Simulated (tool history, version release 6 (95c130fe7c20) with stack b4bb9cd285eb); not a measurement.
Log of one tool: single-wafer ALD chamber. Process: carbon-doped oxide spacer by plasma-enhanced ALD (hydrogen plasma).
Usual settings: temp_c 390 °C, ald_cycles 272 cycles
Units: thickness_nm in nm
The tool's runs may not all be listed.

run    hour  temp_c  ald_cycles  wafers since the last listed run  hours since the last thermocouple change  hours since the gauge calibration  read-back reference wafer on the same gauge, thickness_nm  thickness_nm
  1     0.0     390         311                                 0                                     795.8                              973.4                                                     12.299        15.067
  2    99.9     390         311                                89                                     895.7                             1073.3                                                     12.255        15.037
  3   166.0     390         311                                58                                     961.8                             1139.4                                                     12.228        14.966
  4   269.8     390         272                                92                                    1065.6                             1243.2                                                     12.204        13.126
  5   324.7     390         272                                48                                    1120.5                             1298.1                                                     12.167        13.100
  6   425.1     390         252                                89                                    1220.9                             1398.5                                                     12.135        12.006
  7   523.5     390         252                                87                                    1319.3                             1496.9                                                     12.096        11.908
  8   609.4     380         297                                76                                    1405.2                             1582.8                                                     12.078        14.164
      631.2  -- gauge calibrated
  9   687.2     380         297                                69                                    1483.0                               56.0                                                     12.585        14.580
 10   748.0     386         298                                54                                    1543.8                              116.8                                                     12.566        14.779
 11   821.5     386         298                                65                                    1617.3                              190.3                                                     12.531        14.681
 12   924.3     390         272                                91                                    1720.1                              293.1                                                     12.495        13.431
 13   996.4     397         302                                64                                    1792.2                              365.2                                                     12.457        14.835
 14  1062.5     390         240                                58                                    1858.3                              431.3                                                     12.427        11.706
 15  1139.8     399         272                                68                                    1935.6                              508.6                                                     12.415        13.358
     1213.7  -- thermocouple changed; heater temperature recalibrated
 16  1238.6     377         290                                81                                      24.9                              607.4                                                     12.371        14.105
 17  1322.7     401         306                                75                                     109.0                              691.5                                                     12.344        14.786
 18  1396.2     390         272                                65                                     182.5                              765.0                                                     12.318        13.355
 19  1433.7     386         300                                33                                     220.0                              802.5                                                     12.297        14.540
 20  1479.3     390         272                                40                                     265.6                              848.1                                                     12.280        13.164
 21  1540.2     400         297                                54                                     326.5                              909.0                                                     12.254        14.282
 22  1597.0     386         298                                50                                     383.3                              965.8                                                     12.235        14.322
 23  1671.1     390         272                                66                                     457.4                             1039.9                                                     12.202        13.137

3 ways to go on from here, each from the tool as it stands after run 23. What would each give?
  A  1671.9     398         272                                 0                                     458.2                             1040.7                                                          ?             ?
  B  1671.9     397         251                                 0                                     458.2                             1040.7                                                          ?             ?
  C  1671.9     380         311                                 0                                     458.2                             1040.7                                                          ?             ?

run  read-back reference wafer on the same gauge, thickness_nm  thickness_nm
  A                                                     12.199        13.071
  B                                                     12.199        12.062
  C                                                     12.199        14.945
Without the tool's hidden state the same runs would have given:
run  thickness_nm
  A        13.596
  B        12.547
  C        15.546
